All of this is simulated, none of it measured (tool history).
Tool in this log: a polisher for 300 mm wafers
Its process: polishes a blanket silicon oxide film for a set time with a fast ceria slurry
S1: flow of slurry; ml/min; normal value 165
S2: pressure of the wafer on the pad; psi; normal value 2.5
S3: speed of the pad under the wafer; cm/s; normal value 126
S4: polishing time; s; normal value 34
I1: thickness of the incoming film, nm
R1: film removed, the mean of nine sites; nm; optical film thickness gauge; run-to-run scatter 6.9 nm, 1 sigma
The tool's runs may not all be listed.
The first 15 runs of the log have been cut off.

run	day	S1	S2	S3	S4	I1	R1
# day 35.925: slurry nozzle cleaned
16	37.042	165	2.5	126	34	1682	629.5
17	38.838	165	2.5	126	34	1666.5	626.7
18	44.158	165	2.5	126	34	1654.4	601.1
# day 45.671: worn pad replaced by a new one
19	46.371	165	2.5	108	25	1650.6	383.7
20	48.996	105	1.8	156	40	1648.7	538.9
21	51.533	125	3.4	138	43	1701.8	1016.2
# day 51.904: head pressure recalibrated
22	52.588	165	2.5	126	34	1687.5	588.3
23	54.646	195	2.5	96	34	1681.5	476.4
# day 56.504: slurry nozzle cleaned
24	56.796	165	2.5	152	34	1678.5	755.8
25	59.771	165	2.2	126	34	1669.6	554.1
# day 60.754: worn pad replaced by a new one
26	61.017	165	2.5	126	34	1683.1	614.8
27	63.488	165	2.1	126	45	1693.2	668.4
28	64.808	215	3	126	26	1679.7	573.8
29	66.117	165	2.5	126	43	1673.6	757.9
30	68.575	165	2.5	126	34	1675.9	582.6
31	71.238	165	1.9	126	34	1680.5	441.8
32	73.042	135	2.5	126	25	1704.4	405.2
33	74.162	165	2.5	110	24	1702.1	358.3
34	75.554	165	2.5	126	34	1671.3	582.6
35	77.083	195	3.2	166	40	1673.9	1165.6
# day 78.546: slurry nozzle cleaned
# day 78.9: worn pad replaced by a new one
36	79.875	135	1.9	126	34	1663	457.2

5 options for the next run, each taken on its own from the tool as it stands now. Forecast them:
A	79.892	165	2.1	126	34	1679.3	?
B	79.892	215	2.5	100	27	1679.3	?
C	79.892	210	2.5	158	34	1679.3	?
D	79.892	165	2.5	92	42	1679.3	?
E	79.892	130	1.7	126	27	1679.3	?

run	R1
A	524.2
B	419
C	795.8
D	582.3
E	322.7
Without the tool's hidden state the same runs would have given:
run	R1
A	533.4
B	424.8
C	807.1
D	592.6
E	329.7
